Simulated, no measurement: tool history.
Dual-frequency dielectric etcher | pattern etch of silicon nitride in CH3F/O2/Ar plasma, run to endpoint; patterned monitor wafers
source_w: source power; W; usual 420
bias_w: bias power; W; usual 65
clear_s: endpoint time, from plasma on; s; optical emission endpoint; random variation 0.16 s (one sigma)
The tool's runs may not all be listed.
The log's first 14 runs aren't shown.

run	hour	source_w	bias_w	incoming incoming film thickness, nm	clear_s
15	777.3	420	65	29.07	43.0
# hour 789.5: source power generator calibrated
16	848.8	360	65	29.40	46.2
17	879.8	420	72	29.45	41.1
18	913.4	420	65	29.29	42.5
19	939.9	420	75	29.51	40.7
# hour 991.7: upper electrode replaced
20	1008.9	360	59	29.46	48.3
21	1061.9	420	65	29.56	43.1
22	1086.4	500	61	29.28	40.5

The next listed run, before its measurement:
# hour 1104.3: source power generator calibrated, repeated, since the last time left the tool worse
23	1133.6	500	61	29.62	?

Run 23 gave clear_s 42.1 s.
Without the tool's hidden state the same run would have given clear_s 42.3 s.
